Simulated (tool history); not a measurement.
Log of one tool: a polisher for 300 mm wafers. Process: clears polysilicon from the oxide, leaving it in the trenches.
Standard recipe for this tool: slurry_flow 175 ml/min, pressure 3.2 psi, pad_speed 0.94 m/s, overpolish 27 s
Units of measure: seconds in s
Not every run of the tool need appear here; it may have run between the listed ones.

run	day	slurry_flow	pressure	pad_speed	overpolish	incoming thickness of the incoming film, nm	seconds
1	0.000	175	3.2	0.94	27	553.5	42.9
2	3.150	175	3.5	0.94	27	541.3	37.8
# day 4.192: worn pad replaced by a new one
3	5.396	175	3.5	0.94	27	542.5	38.9
4	8.612	175	2.7	0.94	27	553.7	52.2
# day 9.500: slurry nozzle cleaned
5	11.133	175	3.2	1.18	27	555.9	35.7
6	14.450	175	3.2	1.18	27	548.3	34.9
7	18.679	175	3.2	0.94	27	546.3	43.7
8	21.638	175	3.2	0.94	27	553.4	44.5
# day 23.246: worn pad replaced by a new one
9	23.438	175	3.2	0.94	27	559.1	45.4
# day 28.550: head pressure recalibrated
10	30.879	175	3.2	0.94	27	558.9	48.5
# day 32.892: slurry nozzle cleaned
11	32.992	175	3.2	1.08	27	550.8	41.3
12	37.242	175	3.2	1.08	27	560.4	43.0
13	41.550	175	3.2	1.08	27	540.2	41.1
# day 42.871: worn pad replaced by a new one
14	44.921	175	3.2	0.94	27	550.8	49.5
15	47.717	175	3.2	0.94	27	553.9	49.3
16	51.746	175	3.2	0.94	27	545.9	49.2
# day 54.483: head pressure recalibrated, repeated, since the last time left the tool worse
17	55.996	175	3.2	1.16	27	550.0	33.8
# day 57.188: slurry nozzle cleaned
18	59.612	120	3.2	0.94	27	539.3	42.8
19	61.283	175	3.2	0.70	15	551.4	55.4
20	63.625	205	3.6	1.16	32	547.8	30.3
# day 64.733: worn pad replaced by a new one
21	66.346	175	3.2	0.94	27	544.1	41.3
22	69.562	120	2.7	1.02	12	541.3	48.3
23	72.558	220	2.7	0.62	35	546.7	71.6
24	74.129	175	2.5	0.76	11	547.8	65.6
# day 82.271: slurry nozzle cleaned
25	82.542	175	4.1	0.94	32	541.4	33.6
26	84.067	175	3.2	0.94	27	549.7	43.6
# day 85.046: worn pad replaced by a new one
27	92.796	145	3.2	1.16	27	555.9	37.3
28	95.121	175	3.2	0.94	27	539.5	43.5
29	96.846	145	3.2	0.84	27	561.0	50.5
30	100.658	140	4.0	1.04	27	550.2	32.7
# day 100.808: head pressure recalibrated
31	102.800	195	2.7	1.20	27	549.6	38.1
32	106.542	175	3.2	0.80	27	545.3	48.2
# day 107.162: slurry nozzle cleaned
# day 108.267: worn pad replaced by a new one
33	108.288	195	3.5	1.22	39	552.8	29.9
34	110.362	125	3.8	1.24	16	557.1	28.4

Each row is a separate what-if for the run after 34, all from the same tool condition, not one after another. Results?
A	110.379	175	3.6	0.94	27	547.4	?
B	110.379	205	2.7	0.94	27	547.4	?
C	110.379	155	3.7	0.94	27	547.4	?
D	110.379	175	4.3	0.94	27	547.4	?

run	seconds
A	37.4
B	49.1
C	36.8
D	31.3
What these runs would have given with no unlogged condition in the tool:
run	seconds
A	37.1
B	48.7
C	36.5
D	31.0
